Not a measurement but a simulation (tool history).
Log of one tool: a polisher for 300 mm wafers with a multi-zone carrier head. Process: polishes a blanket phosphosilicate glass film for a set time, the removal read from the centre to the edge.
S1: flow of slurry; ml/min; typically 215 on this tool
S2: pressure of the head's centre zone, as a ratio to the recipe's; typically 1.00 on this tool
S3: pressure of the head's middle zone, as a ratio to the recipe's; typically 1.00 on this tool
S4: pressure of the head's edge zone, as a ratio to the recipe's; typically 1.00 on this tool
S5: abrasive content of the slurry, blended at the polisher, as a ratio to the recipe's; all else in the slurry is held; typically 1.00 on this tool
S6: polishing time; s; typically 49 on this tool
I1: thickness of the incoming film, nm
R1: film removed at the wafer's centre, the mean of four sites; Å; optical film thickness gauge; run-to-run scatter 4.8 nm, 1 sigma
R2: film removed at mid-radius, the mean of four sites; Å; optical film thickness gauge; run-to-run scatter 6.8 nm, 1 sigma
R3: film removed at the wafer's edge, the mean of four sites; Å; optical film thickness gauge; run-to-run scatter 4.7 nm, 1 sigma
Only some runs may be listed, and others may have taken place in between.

{"run": 1, "hour": 0.0, "S1": 215, "S2": 1.0, "S3": 1.0, "S4": 1.0, "S5": 1.0, "S6": 49, "I1": 3173.9, "R1": 5590, "R2": 5557, "R3": 5641}
{"run": 2, "hour": 104.8, "S1": 215, "S2": 1.0, "S3": 1.0, "S4": 1.0, "S5": 1.0, "S6": 49, "I1": 3154.2, "R1": 5597, "R2": 5628, "R3": 5503}
{"run": 3, "hour": 197.3, "S1": 215, "S2": 1.0, "S3": 1.0, "S4": 1.0, "S5": 1.0, "S6": 49, "I1": 3186.7, "R1": 5509, "R2": 5523, "R3": 5417}
{"hour": 200.4, "done": "centre zone pressure recalibrated"}
{"hour": 254.1, "done": "slurry nozzle cleaned"}
{"run": 4, "hour": 270.7, "S1": 215, "S2": 1.0, "S3": 1.0, "S4": 1.0, "S5": 1.0, "S6": 49, "I1": 3184.1, "R1": 5600, "R2": 5471, "R3": 5524}
{"hour": 421.6, "done": "worn pad replaced by a new one"}
{"run": 5, "hour": 564.6, "S1": 215, "S2": 1.0, "S3": 1.0, "S4": 1.0, "S5": 1.0, "S6": 49, "I1": 3160.7, "R1": 5504, "R2": 5603, "R3": 5533}
{"run": 6, "hour": 606.8, "S1": 215, "S2": 1.0, "S3": 1.0, "S4": 1.0, "S5": 1.0, "S6": 39, "I1": 3156.9, "R1": 4503, "R2": 4447, "R3": 4341}
{"run": 7, "hour": 668.3, "S1": 215, "S2": 1.0, "S3": 1.0, "S4": 0.94, "S5": 1.15, "S6": 49, "I1": 3186.3, "R1": 5945, "R2": 5868, "R3": 5778}
{"run": 8, "hour": 740.0, "S1": 215, "S2": 1.0, "S3": 1.0, "S4": 1.0, "S5": 1.0, "S6": 49, "I1": 3213.9, "R1": 5623, "R2": 5470, "R3": 5410}
{"run": 9, "hour": 818.0, "S1": 260, "S2": 1.12, "S3": 1.0, "S4": 1.0, "S5": 0.75, "S6": 61, "I1": 3201.4, "R1": 7022, "R2": 5936, "R3": 5878}
{"run": 10, "hour": 857.8, "S1": 260, "S2": 1.0, "S3": 1.0, "S4": 1.0, "S5": 0.75, "S6": 49, "I1": 3221.8, "R1": 4822, "R2": 4691, "R3": 4723}
{"hour": 914.3, "done": "worn pad replaced by a new one"}
{"run": 11, "hour": 932.4, "S1": 235, "S2": 1.1, "S3": 1.0, "S4": 1.0, "S5": 1.0, "S6": 49, "I1": 3171.8, "R1": 6555, "R2": 5659, "R3": 5620}
{"hour": 946.1, "done": "slurry nozzle cleaned"}
{"run": 12, "hour": 1020.5, "S1": 215, "S2": 0.94, "S3": 1.0, "S4": 1.0, "S5": 1.0, "S6": 49, "I1": 3145.7, "R1": 5112, "R2": 5500, "R3": 5538}
{"run": 13, "hour": 1081.8, "S1": 215, "S2": 1.0, "S3": 1.0, "S4": 1.05, "S5": 1.0, "S6": 49, "I1": 3114.4, "R1": 5633, "R2": 5497, "R3": 5645}
{"hour": 1119.7, "done": "carrier head's membrane replaced by a new one"}
{"run": 14, "hour": 1128.1, "S1": 215, "S2": 1.0, "S3": 1.0, "S4": 1.0, "S5": 1.0, "S6": 49, "I1": 3129.8, "R1": 5503, "R2": 5500, "R3": 5513}
{"hour": 1134.0, "done": "edge zone pressure recalibrated"}
{"run": 15, "hour": 1206.9, "S1": 215, "S2": 1.0, "S3": 1.0, "S4": 1.0, "S5": 0.9, "S6": 49, "I1": 3221.0, "R1": 5268, "R2": 5174, "R3": 5191}
{"hour": 1231.7, "done": "centre zone pressure recalibrated"}
{"run": 16, "hour": 1313.8, "S1": 215, "S2": 1.0, "S3": 1.0, "S4": 1.0, "S5": 1.0, "S6": 49, "I1": 3139.6, "R1": 5518, "R2": 5373, "R3": 5406}
{"run": 17, "hour": 1360.5, "S1": 240, "S2": 0.96, "S3": 1.0, "S4": 1.0, "S5": 0.8, "S6": 49, "I1": 3216.4, "R1": 4644, "R2": 4775, "R3": 4852}
{"hour": 1412.2, "done": "worn pad replaced by a new one"}
{"run": 18, "hour": 1449.5, "S1": 245, "S2": 1.0, "S3": 1.04, "S4": 1.0, "S5": 1.0, "S6": 49, "I1": 3164.9, "R1": 5705, "R2": 5919, "R3": 5669}
{"run": 19, "hour": 1491.7, "S1": 215, "S2": 1.0, "S3": 1.05, "S4": 0.94, "S5": 1.0, "S6": 49, "I1": 3200.8, "R1": 5556, "R2": 5845, "R3": 5524}
{"run": 20, "hour": 1547.1, "S1": 145, "S2": 0.97, "S3": 1.12, "S4": 0.92, "S5": 1.0, "S6": 49, "I1": 3184.5, "R1": 5019, "R2": 5965, "R3": 5206}
{"hour": 1578.8, "done": "slurry nozzle cleaned"}
{"run": 21, "hour": 1638.6, "S1": 215, "S2": 1.0, "S3": 1.0, "S4": 0.94, "S5": 1.0, "S6": 49, "I1": 3163.9, "R1": 5531, "R2": 5472, "R3": 5441}
{"run": 22, "hour": 1745.5, "S1": 215, "S2": 1.0, "S3": 0.94, "S4": 1.0, "S5": 1.0, "S6": 38, "I1": 3221.1, "R1": 4301, "R2": 4139, "R3": 4250}

Exercise: give the hidden state of the tool at every run:
slurry flow missing at the pad, %: 0 at every run
deviation of the centre zone's pressure from its setpoint, %: 0 at every run
deviation of the edge zone's pressure from its setpoint, %: 0 at every run
H1: removal rate lost through wear of the pad, %
run=1 H1=0.734
run=2 H1=1.53
run=3 H1=2.24
run=4 H1=2.8
run=5 H1=1.31
run=6 H1=1.63
run=7 H1=2.1
run=8 H1=2.65
run=9 H1=3.25
run=10 H1=3.55
run=11 H1=0.28
run=12 H1=0.953
run=13 H1=1.42
run=14 H1=1.77
run=15 H1=2.38
run=16 H1=3.19
run=17 H1=3.55
run=18 H1=0.358
run=19 H1=0.681
run=20 H1=1.1
run=21 H1=1.8
run=22 H1=2.62

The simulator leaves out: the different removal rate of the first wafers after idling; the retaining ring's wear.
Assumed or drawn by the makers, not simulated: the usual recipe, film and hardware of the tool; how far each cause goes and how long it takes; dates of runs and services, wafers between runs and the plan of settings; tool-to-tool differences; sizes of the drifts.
